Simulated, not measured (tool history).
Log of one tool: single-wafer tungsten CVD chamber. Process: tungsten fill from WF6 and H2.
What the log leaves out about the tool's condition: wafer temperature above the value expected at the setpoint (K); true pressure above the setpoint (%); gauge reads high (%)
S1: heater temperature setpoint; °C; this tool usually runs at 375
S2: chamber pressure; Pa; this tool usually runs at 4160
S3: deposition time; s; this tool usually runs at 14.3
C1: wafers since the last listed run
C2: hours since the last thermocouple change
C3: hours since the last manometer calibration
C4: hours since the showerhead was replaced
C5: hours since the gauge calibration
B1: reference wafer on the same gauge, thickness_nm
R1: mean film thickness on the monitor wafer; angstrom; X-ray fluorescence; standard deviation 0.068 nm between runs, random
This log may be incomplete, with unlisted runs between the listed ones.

{"run": 1, "hour": 0.0, "S1": 375, "S2": 4160, "S3": 14.3, "C1": 0, "C2": 1158.6, "C3": 222, "C4": 6002.6, "C5": 1389.2, "B1": 31.585, "R1": 269.49}
{"run": 2, "hour": 70.2, "S1": 375, "S2": 3893, "S3": 14.3, "C1": 1554, "C2": 1228.8, "C3": 292.2, "C4": 6072.8, "C5": 1459.4, "B1": 31.604, "R1": 262.12}
{"run": 3, "hour": 94.2, "S1": 375, "S2": 3893, "S3": 14.3, "C1": 531, "C2": 1252.8, "C3": 316.2, "C4": 6096.8, "C5": 1483.4, "B1": 31.614, "R1": 262.77}
{"run": 4, "hour": 146.9, "S1": 375, "S2": 4160, "S3": 14.3, "C1": 1166, "C2": 1305.5, "C3": 368.9, "C4": 6149.5, "C5": 1536.1, "B1": 31.591, "R1": 270.52}
{"run": 5, "hour": 189.0, "S1": 384, "S2": 4160, "S3": 14.3, "C1": 932, "C2": 1347.6, "C3": 411, "C4": 6191.6, "C5": 1578.2, "B1": 31.591, "R1": 317.42}
{"hour": 395.0, "done": "thermocouple changed; heater temperature recalibrated"}
{"run": 6, "hour": 395.5, "S1": 384, "S2": 4160, "S3": 14.3, "C1": 4395, "C2": 0.5, "C3": 617.5, "C4": 6398.1, "C5": 1784.7, "B1": 31.577, "R1": 317.35}
{"run": 7, "hour": 419.6, "S1": 384, "S2": 4160, "S3": 14.3, "C1": 533, "C2": 24.6, "C3": 641.6, "C4": 6422.2, "C5": 1808.8, "B1": 31.606, "R1": 318.41}
{"run": 8, "hour": 448.9, "S1": 375, "S2": 4160, "S3": 15.5, "C1": 648, "C2": 53.9, "C3": 670.9, "C4": 6451.5, "C5": 1838.1, "B1": 31.601, "R1": 295.39}
{"run": 9, "hour": 473.6, "S1": 375, "S2": 4160, "S3": 15.5, "C1": 546, "C2": 78.6, "C3": 695.6, "C4": 6476.2, "C5": 1862.8, "B1": 31.603, "R1": 293.34}
{"run": 10, "hour": 533.9, "S1": 375, "S2": 4160, "S3": 15.5, "C1": 1335, "C2": 138.9, "C3": 755.9, "C4": 6536.5, "C5": 1923.1, "B1": 31.616, "R1": 295.43}
{"run": 11, "hour": 563.3, "S1": 375, "S2": 4160, "S3": 14.3, "C1": 650, "C2": 168.3, "C3": 785.3, "C4": 6565.9, "C5": 1952.5, "B1": 31.625, "R1": 271.89}
{"run": 12, "hour": 627.5, "S1": 375, "S2": 4160, "S3": 14.3, "C1": 1421, "C2": 232.5, "C3": 849.5, "C4": 6630.1, "C5": 2016.7, "B1": 31.585, "R1": 272.16}
{"run": 13, "hour": 692.1, "S1": 375, "S2": 4160, "S3": 14.3, "C1": 1430, "C2": 297.1, "C3": 914.1, "C4": 6694.7, "C5": 2081.3, "B1": 31.601, "R1": 272.49}
{"run": 14, "hour": 762.3, "S1": 375, "S2": 4160, "S3": 14.3, "C1": 1554, "C2": 367.3, "C3": 984.3, "C4": 6764.9, "C5": 2151.5, "B1": 31.633, "R1": 271.83}
{"run": 15, "hour": 804.6, "S1": 375, "S2": 4160, "S3": 14.3, "C1": 936, "C2": 409.6, "C3": 1026.6, "C4": 6807.2, "C5": 2193.8, "B1": 31.592, "R1": 271.89}
{"run": 16, "hour": 857.4, "S1": 360, "S2": 4160, "S3": 14.3, "C1": 1169, "C2": 462.4, "C3": 1079.4, "C4": 6860, "C5": 2246.6, "B1": 31.591, "R1": 205.26}
{"run": 17, "hour": 882.2, "S1": 375, "S2": 4160, "S3": 14.3, "C1": 549, "C2": 487.2, "C3": 1104.2, "C4": 6884.8, "C5": 2271.4, "B1": 31.583, "R1": 272.38}
{"hour": 919.8, "done": "showerhead replaced"}
{"run": 18, "hour": 924.3, "S1": 375, "S2": 4160, "S3": 14.3, "C1": 755, "C2": 529.3, "C3": 1146.3, "C4": 4.5, "C5": 2313.5, "B1": 31.594, "R1": 272.55}
{"run": 19, "hour": 970.5, "S1": 368, "S2": 3493, "S3": 14.3, "C1": 1022, "C2": 575.5, "C3": 1192.5, "C4": 50.7, "C5": 2359.7, "B1": 31.615, "R1": 225.33}
{"hour": 1025.7, "done": "gauge calibrated"}
{"run": 20, "hour": 1064.8, "S1": 375, "S2": 4160, "S3": 14.3, "C1": 2087, "C2": 669.8, "C3": 1286.8, "C4": 145, "C5": 39.1, "B1": 31.589, "R1": 273.53}
{"run": 21, "hour": 1123.0, "S1": 380, "S2": 3866, "S3": 15.9, "C1": 1288, "C2": 728, "C3": 1345, "C4": 203.2, "C5": 97.3, "B1": 31.589, "R1": 323.59}
{"run": 22, "hour": 1163.6, "S1": 380, "S2": 4160, "S3": 14.3, "C1": 898, "C2": 768.6, "C3": 1385.6, "C4": 243.8, "C5": 137.9, "B1": 31.585, "R1": 298.68}
{"run": 23, "hour": 1200.3, "S1": 383, "S2": 4640, "S3": 12.8, "C1": 812, "C2": 805.3, "C3": 1422.3, "C4": 280.5, "C5": 174.6, "B1": 31.58, "R1": 291.45}
{"run": 24, "hour": 1238.4, "S1": 375, "S2": 4160, "S3": 12.1, "C1": 843, "C2": 843.4, "C3": 1460.4, "C4": 318.6, "C5": 212.7, "B1": 31.578, "R1": 230.34}
{"hour": 1277.4, "done": "capacitance manometer re-zeroed and calibrated"}
{"run": 25, "hour": 1296.0, "S1": 375, "S2": 4160, "S3": 16.5, "C1": 1098, "C2": 901, "C3": 18.6, "C4": 376.2, "C5": 270.3, "B1": 31.57, "R1": 308.36}
{"run": 26, "hour": 1349.8, "S1": 375, "S2": 3186, "S3": 14.3, "C1": 1191, "C2": 954.8, "C3": 72.4, "C4": 430, "C5": 324.1, "B1": 31.602, "R1": 245.5}
{"run": 27, "hour": 1411.9, "S1": 375, "S2": 3706, "S3": 14.3, "C1": 1375, "C2": 1016.9, "C3": 134.5, "C4": 492.1, "C5": 386.2, "B1": 31.6, "R1": 256.97}
{"run": 28, "hour": 1443.0, "S1": 375, "S2": 3880, "S3": 14.3, "C1": 688, "C2": 1048, "C3": 165.6, "C4": 523.2, "C5": 417.3, "B1": 31.619, "R1": 261.83}
{"run": 29, "hour": 1492.5, "S1": 375, "S2": 4160, "S3": 14.3, "C1": 1096, "C2": 1097.5, "C3": 215.1, "C4": 572.7, "C5": 466.8, "B1": 31.581, "R1": 267.28}
{"run": 30, "hour": 1555.7, "S1": 375, "S2": 4160, "S3": 14.3, "C1": 1399, "C2": 1160.7, "C3": 278.3, "C4": 635.9, "C5": 530, "B1": 31.598, "R1": 268.8}
{"run": 31, "hour": 1617.1, "S1": 375, "S2": 3186, "S3": 14.3, "C1": 1359, "C2": 1222.1, "C3": 339.7, "C4": 697.3, "C5": 591.4, "B1": 31.553, "R1": 248.14}
{"run": 32, "hour": 1676.5, "S1": 366, "S2": 4160, "S3": 14.3, "C1": 1315, "C2": 1281.5, "C3": 399.1, "C4": 756.7, "C5": 650.8, "B1": 31.576, "R1": 228.81}
{"hour": 1711.7, "done": "thermocouple changed; heater temperature recalibrated"}
{"run": 33, "hour": 1730.8, "S1": 381, "S2": 4160, "S3": 15.3, "C1": 1025, "C2": 19.1, "C3": 453.4, "C4": 811, "C5": 705.1, "B1": 31.568, "R1": 322.62}
{"run": 34, "hour": 1780.4, "S1": 387, "S2": 4786, "S3": 14.3, "C1": 1098, "C2": 68.7, "C3": 503, "C4": 860.6, "C5": 754.7, "B1": 31.583, "R1": 351.37}
{"run": 35, "hour": 1826.5, "S1": 375, "S2": 3840, "S3": 12, "C1": 1020, "C2": 114.8, "C3": 549.1, "C4": 906.7, "C5": 800.8, "B1": 31.601, "R1": 220.8}

Subtracting, for every run, the result it would have given without the tool's unlogged condition from the measured result gives the following. The same run-to-run variation enters both numbers; the gauge's scatter may not:
run=1 R1=+2.62
run=2 R1=+3.12
run=3 R1=+3.3
run=4 R1=+3.73
run=5 R1=+4.69
run=6 R1=+5.92
run=7 R1=+6.05
run=8 R1=+5.75
run=9 R1=+5.8
run=10 R1=+6.08
run=11 R1=+5.69
run=12 R1=+5.88
run=13 R1=+6.07
run=14 R1=+6.21
run=15 R1=+6.3
run=16 R1=+4.84
run=17 R1=+6.47
run=18 R1=+6.54
run=19 R1=+5.54
run=20 R1=+6.77
run=21 R1=+8.15
run=22 R1=+7.53
run=23 R1=+7.38
run=24 R1=+5.88
run=25 R1=+0.97
run=26 R1=+1.37
run=27 R1=+2.06
run=28 R1=+2.4
run=29 R1=+2.86
run=30 R1=+3.39
run=31 R1=+3.59
run=32 R1=+3.59
run=33 R1=+5.45
run=34 R1=+6.27
run=35 R1=+4.17
